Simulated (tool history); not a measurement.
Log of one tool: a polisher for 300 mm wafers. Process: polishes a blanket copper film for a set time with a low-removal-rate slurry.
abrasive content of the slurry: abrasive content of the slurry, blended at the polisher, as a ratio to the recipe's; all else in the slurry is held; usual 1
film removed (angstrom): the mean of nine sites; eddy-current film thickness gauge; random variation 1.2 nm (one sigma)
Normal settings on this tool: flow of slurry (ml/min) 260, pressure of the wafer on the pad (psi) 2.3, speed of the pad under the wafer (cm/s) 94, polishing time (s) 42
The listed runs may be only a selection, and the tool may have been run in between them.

run,hour,flow of slurry (ml/min),pressure of the wafer on the pad (psi),speed of the pad under the wafer (cm/s),abrasive content of the slurry,polishing time (s),"incoming thickness of the incoming film, nm",film removed (angstrom)
1,0,260,2.3,94,0.9,42,1135.9,847
2,43.1,260,2.3,94,0.9,42,1152.6,829
# hour 48.6: worn pad replaced by a new one
3,88.8,260,2.3,94,0.9,42,1150.7,917
4,182.3,260,2.3,94,1,42,1161,939
5,243.7,260,2.3,94,1,42,1153.9,922
# hour 252.6: head pressure recalibrated
6,285.1,260,2.3,94,1,42,1152.3,912
# hour 320.8: slurry blender recalibrated
7,346.9,260,2.3,94,1,42,1153.6,878
# hour 375: worn pad replaced by a new one
# hour 392.2: slurry nozzle cleaned
8,443.5,260,2.3,94,1,42,1155.3,968
9,484.1,260,2.3,94,1,42,1170.6,932
10,567.2,260,2.3,94,1,42,1156.3,911
11,638.1,260,2.3,94,1,42,1178.5,874
12,726.2,260,1.8,94,1,42,1155.4,720
# hour 745.3: slurry blender recalibrated
# hour 783.9: worn pad replaced by a new one
13,800.9,260,1.8,94,1,42,1165.1,804
14,867.9,260,2.3,94,1,42,1165.4,945
15,928.2,260,2.3,94,1,42,1163.5,904
16,1023,260,2.3,64,1.1,29,1162.2,477
# hour 1048.8: slurry nozzle cleaned
17,1103,260,2.3,120,1,42,1174.3,1077
# hour 1119.7: slurry blender recalibrated
# hour 1155.8: worn pad replaced by a new one
18,1178.1,260,2.3,94,1,42,1166.1,937
# hour 1181.9: head pressure recalibrated
19,1281.9,260,2.3,94,1.3,42,1140.6,1032
20,1324.8,195,2.3,102,1,42,1158.2,967
# hour 1446.4: slurry blender recalibrated
21,1450,230,2.3,94,1.2,42,1177.3,914
22,1497.7,260,1.5,86,1,42,1154.6,593
# hour 1529.7: worn pad replaced by a new one
23,1571.7,225,2.3,94,1,42,1165,915
24,1609.5,330,2.3,94,1,42,1151.7,950
25,1661.6,260,2.3,94,1,42,1163,910
# hour 1678.7: slurry nozzle cleaned
26,1723.3,260,2.3,118,1,42,1176.3,1117
27,1810.9,260,2.3,94,1,42,1154.8,884
28,1859.4,260,2.3,94,1,42,1182.3,883

List, for all runs, the conditions of the tool that the log does not record:
slurry flow missing at the pad, %: 0, the same for each run
deviation of the head's pressure from its setpoint, %: 0, the same for each run
abrasive missing from the slurry, %: 0, the same for each run
H1: removal rate lost through wear of the pad, %
run,H1
1,6.98
2,9.08
3,0.562
4,1.77
5,3.28
6,4.61
7,7.08
8,1.01
9,1.55
10,3.42
11,5.82
12,9.86
13,1.01
14,1.51
15,2.54
16,5.25
17,8.58
18,0.325
19,1.47
20,2.42
21,6.74
22,9
23,1.13
24,1.47
25,2.3
26,3.79
27,6.89
28,9.1

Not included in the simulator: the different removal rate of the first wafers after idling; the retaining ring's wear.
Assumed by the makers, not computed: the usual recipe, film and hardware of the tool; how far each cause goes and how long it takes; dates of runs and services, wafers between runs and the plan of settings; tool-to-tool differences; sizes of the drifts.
